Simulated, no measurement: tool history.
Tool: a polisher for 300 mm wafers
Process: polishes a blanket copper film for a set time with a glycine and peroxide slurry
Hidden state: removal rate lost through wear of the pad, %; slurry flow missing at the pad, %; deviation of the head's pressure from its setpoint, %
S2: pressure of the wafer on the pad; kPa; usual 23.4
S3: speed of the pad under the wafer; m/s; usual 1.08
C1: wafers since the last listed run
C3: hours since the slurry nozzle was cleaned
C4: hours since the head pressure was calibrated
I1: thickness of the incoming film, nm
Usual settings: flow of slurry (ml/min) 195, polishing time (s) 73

run 1 day=0.000 | flow_of_slurry_(ml/min)=195 S2=27.6 S3=1.08 polishing_time_(s)=73 | C1=0 wafers_polished_on_this_pad=273 C3=355.7 C4=712.9 | I1=1445.7 | film_removed_(nm)=497.1
-- day=0.304 slurry nozzle cleaned
run 2 day=0.538 | flow_of_slurry_(ml/min)=195 S2=27.6 S3=1.08 polishing_time_(s)=73 | C1=83 wafers_polished_on_this_pad=357 C3=5.6 C4=725.8 | I1=1426.5 | film_removed_(nm)=493.7
run 3 day=1.796 | flow_of_slurry_(ml/min)=195 S2=23.4 S3=1.08 polishing_time_(s)=73 | C1=212 wafers_polished_on_this_pad=569 C3=35.8 C4=756.0 | I1=1451.0 | film_removed_(nm)=429.5
run 4 day=3.046 | flow_of_slurry_(ml/min)=195 S2=23.4 S3=1.08 polishing_time_(s)=73 | C1=210 wafers_polished_on_this_pad=780 C3=65.8 C4=786.0 | I1=1445.5 | film_removed_(nm)=428.8
run 5 day=4.396 | flow_of_slurry_(ml/min)=195 S2=23.4 S3=1.08 polishing_time_(s)=73 | C1=227 wafers_polished_on_this_pad=1008 C3=98.2 C4=818.4 | I1=1436.1 | film_removed_(nm)=420.0
run 6 day=5.046 | flow_of_slurry_(ml/min)=195 S2=23.4 S3=1.08 polishing_time_(s)=73 | C1=109 wafers_polished_on_this_pad=1118 C3=113.8 C4=834.0 | I1=1455.3 | film_removed_(nm)=425.4
run 7 day=6.254 | flow_of_slurry_(ml/min)=195 S2=23.4 S3=1.08 polishing_time_(s)=73 | C1=203 wafers_polished_on_this_pad=1322 C3=142.8 C4=863.0 | I1=1425.4 | film_removed_(nm)=412.7
run 8 day=7.775 | flow_of_slurry_(ml/min)=195 S2=23.4 S3=1.08 polishing_time_(s)=73 | C1=256 wafers_polished_on_this_pad=1578 C3=179.3 C4=899.5 | I1=1439.6 | film_removed_(nm)=421.7
-- day=8.338 worn pad replaced by a new one
run 9 day=8.929 | flow_of_slurry_(ml/min)=195 S2=23.4 S3=1.08 polishing_time_(s)=73 | C1=166 wafers_polished_on_this_pad=100 C3=207.0 C4=927.2 | I1=1422.8 | film_removed_(nm)=424.7
run 10 day=10.217 | flow_of_slurry_(ml/min)=195 S2=23.4 S3=1.08 polishing_time_(s)=73 | C1=217 wafers_polished_on_this_pad=317 C3=237.9 C4=958.1 | I1=1423.2 | film_removed_(nm)=428.8
run 11 day=10.942 | flow_of_slurry_(ml/min)=195 S2=23.4 S3=1.08 polishing_time_(s)=73 | C1=122 wafers_polished_on_this_pad=439 C3=255.3 C4=975.5 | I1=1411.4 | film_removed_(nm)=425.8
run 12 day=11.979 | flow_of_slurry_(ml/min)=165 S2=18.6 S3=1.08 polishing_time_(s)=73 | C1=175 wafers_polished_on_this_pad=614 C3=280.2 C4=1000.4 | I1=1448.2 | film_removed_(nm)=352.2
run 13 day=13.262 | flow_of_slurry_(ml/min)=165 S2=18.6 S3=1.08 polishing_time_(s)=73 | C1=216 wafers_polished_on_this_pad=831 C3=311.0 C4=1031.2 | I1=1460.6 | film_removed_(nm)=343.4
run 14 day=14.408 | flow_of_slurry_(ml/min)=195 S2=23.4 S3=1.38 polishing_time_(s)=97 | C1=193 wafers_polished_on_this_pad=1024 C3=338.5 C4=1058.7 | I1=1437.4 | film_removed_(nm)=684.3
run 15 day=15.683 | flow_of_slurry_(ml/min)=195 S2=23.4 S3=0.88 polishing_time_(s)=73 | C1=215 wafers_polished_on_this_pad=1239 C3=369.1 C4=1089.3 | I1=1423.6 | film_removed_(nm)=358.7
run 16 day=16.362 | flow_of_slurry_(ml/min)=240 S2=20.0 S3=0.92 polishing_time_(s)=73 | C1=114 wafers_polished_on_this_pad=1354 C3=385.4 C4=1105.6 | I1=1450.9 | film_removed_(nm)=334.0
-- day=17.408 slurry nozzle cleaned
run 17 day=17.604 | flow_of_slurry_(ml/min)=145 S2=23.4 S3=1.08 polishing_time_(s)=73 | C1=202 wafers_polished_on_this_pad=1557 C3=4.7 C4=1135.4 | I1=1441.7 | film_removed_(nm)=402.0
run 18 day=19.021 | flow_of_slurry_(ml/min)=195 S2=23.4 S3=1.08 polishing_time_(s)=73 | C1=239 wafers_polished_on_this_pad=1796 C3=38.7 C4=1169.4 | I1=1470.3 | film_removed_(nm)=417.3
-- day=20.229 worn pad replaced by a new one
run 19 day=20.250 | flow_of_slurry_(ml/min)=220 S2=23.4 S3=1.08 polishing_time_(s)=73 | C1=179 wafers_polished_on_this_pad=3 C3=68.2 C4=1198.9 | I1=1463.9 | film_removed_(nm)=427.3
-- day=21.667 head pressure recalibrated
run 20 day=22.554 | flow_of_slurry_(ml/min)=165 S2=16.5 S3=0.84 polishing_time_(s)=63 | C1=374 wafers_polished_on_this_pad=378 C3=123.5 C4=21.3 | I1=1443.0 | film_removed_(nm)=224.9
run 21 day=23.896 | flow_of_slurry_(ml/min)=195 S2=23.4 S3=1.08 polishing_time_(s)=73 | C1=226 wafers_polished_on_this_pad=605 C3=155.7 C4=53.5 | I1=1452.3 | film_removed_(nm)=433.0
run 22 day=24.925 | flow_of_slurry_(ml/min)=195 S2=23.4 S3=1.08 polishing_time_(s)=73 | C1=173 wafers_polished_on_this_pad=778 C3=180.4 C4=78.2 | I1=1429.2 | film_removed_(nm)=422.1
run 23 day=26.017 | flow_of_slurry_(ml/min)=245 S2=23.4 S3=1.42 polishing_time_(s)=83 | C1=184 wafers_polished_on_this_pad=963 C3=206.6 C4=104.4 | I1=1438.1 | film_removed_(nm)=611.6
run 24 day=26.600 | flow_of_slurry_(ml/min)=145 S2=18.6 S3=1.40 polishing_time_(s)=81 | C1=98 wafers_polished_on_this_pad=1061 C3=220.6 C4=118.4 | I1=1445.1 | film_removed_(nm)=458.9
run 25 day=27.338 | flow_of_slurry_(ml/min)=135 S2=23.4 S3=1.08 polishing_time_(s)=62 | C1=124 wafers_polished_on_this_pad=1185 C3=238.3 C4=136.1 | I1=1421.6 | film_removed_(nm)=349.1
run 26 day=28.171 | flow_of_slurry_(ml/min)=165 S2=29.0 S3=1.08 polishing_time_(s)=73 | C1=140 wafers_polished_on_this_pad=1326 C3=258.3 C4=156.1 | I1=1426.6 | film_removed_(nm)=504.2
run 27 day=29.383 | flow_of_slurry_(ml/min)=220 S2=28.3 S3=1.08 polishing_time_(s)=73 | C1=204 wafers_polished_on_this_pad=1531 C3=287.4 C4=185.2 | I1=1417.7 | film_removed_(nm)=498.8
run 28 day=30.600 | flow_of_slurry_(ml/min)=195 S2=23.4 S3=1.08 polishing_time_(s)=73 | C1=205 wafers_polished_on_this_pad=1736 C3=316.6 C4=214.4 | I1=1446.2 | film_removed_(nm)=419.3
run 29 day=31.675 | flow_of_slurry_(ml/min)=195 S2=23.4 S3=1.26 polishing_time_(s)=73 | C1=181 wafers_polished_on_this_pad=1918 C3=342.4 C4=240.2 | I1=1427.1 | film_removed_(nm)=466.3
-- day=31.846 worn pad replaced by a new one
run 30 day=32.396 | flow_of_slurry_(ml/min)=195 S2=23.4 S3=1.08 polishing_time_(s)=73 | C1=93 wafers_polished_on_this_pad=92 C3=359.7 C4=257.5 | I1=1431.1 | film_removed_(nm)=428.1
run 31 day=33.804 | flow_of_slurry_(ml/min)=195 S2=23.4 S3=0.82 polishing_time_(s)=55 | C1=237 wafers_polished_on_this_pad=330 C3=393.5 C4=291.3 | I1=1429.1 | film_removed_(nm)=264.1
run 32 day=34.458 | flow_of_slurry_(ml/min)=195 S2=19.3 S3=1.08 polishing_time_(s)=55 | C1=110 wafers_polished_on_this_pad=440 C3=409.2 C4=307.0 | I1=1442.5 | film_removed_(nm)=275.6
-- day=34.883 slurry nozzle cleaned
run 33 day=35.792 | flow_of_slurry_(ml/min)=170 S2=23.4 S3=1.30 polishing_time_(s)=61 | C1=218 wafers_polished_on_this_pad=658 C3=21.8 C4=339.0 | I1=1430.1 | film_removed_(nm)=404.4
run 34 day=36.733 | flow_of_slurry_(ml/min)=195 S2=23.4 S3=1.08 polishing_time_(s)=73 | C1=158 wafers_polished_on_this_pad=817 C3=44.4 C4=361.6 | I1=1447.3 | film_removed_(nm)=424.5
run 35 day=37.612 | flow_of_slurry_(ml/min)=195 S2=23.4 S3=1.44 polishing_time_(s)=49 | C1=148 wafers_polished_on_this_pad=966 C3=65.5 C4=382.7 | I1=1446.7 | film_removed_(nm)=355.3
run 36 day=38.888 | flow_of_slurry_(ml/min)=260 S2=23.4 S3=0.90 polishing_time_(s)=73 | C1=215 wafers_polished_on_this_pad=1181 C3=96.1 C4=413.3 | I1=1435.5 | film_removed_(nm)=378.4
run 37 day=40.121 | flow_of_slurry_(ml/min)=195 S2=19.3 S3=1.08 polishing_time_(s)=55 | C1=208 wafers_polished_on_this_pad=1389 C3=125.7 C4=442.9 | I1=1425.4 | film_removed_(nm)=271.2
run 38 day=41.362 | flow_of_slurry_(ml/min)=235 S2=29.0 S3=1.20 polishing_time_(s)=85 | C1=209 wafers_polished_on_this_pad=1599 C3=155.5 C4=472.7 | I1=1421.5 | film_removed_(nm)=644.8

Forecast each of these 3 alternatives for the next run:
run A day=41.383 | flow_of_slurry_(ml/min)=195 S2=17.9 S3=1.08 polishing_time_(s)=73 | C1=3 wafers_polished_on_this_pad=1602 C3=156.0 C4=473.2 | I1=1445.3 | film_removed_(nm)=?
run B day=41.383 | flow_of_slurry_(ml/min)=235 S2=29.6 S3=0.96 polishing_time_(s)=53 | C1=3 wafers_polished_on_this_pad=1602 C3=156.0 C4=473.2 | I1=1445.3 | film_removed_(nm)=?
run C day=41.383 | flow_of_slurry_(ml/min)=220 S2=20.0 S3=0.94 polishing_time_(s)=91 | C1=3 wafers_polished_on_this_pad=1602 C3=156.0 C4=473.2 | I1=1445.3 | film_removed_(nm)=?

run=A film_removed_(nm)=333.5
run=B film_removed_(nm)=345.8
run=C film_removed_(nm)=415.8
Without the tool's hidden state the same runs would have given:
run=A film_removed_(nm)=343.9
run=B film_removed_(nm)=356.6
run=C film_removed_(nm)=428.8

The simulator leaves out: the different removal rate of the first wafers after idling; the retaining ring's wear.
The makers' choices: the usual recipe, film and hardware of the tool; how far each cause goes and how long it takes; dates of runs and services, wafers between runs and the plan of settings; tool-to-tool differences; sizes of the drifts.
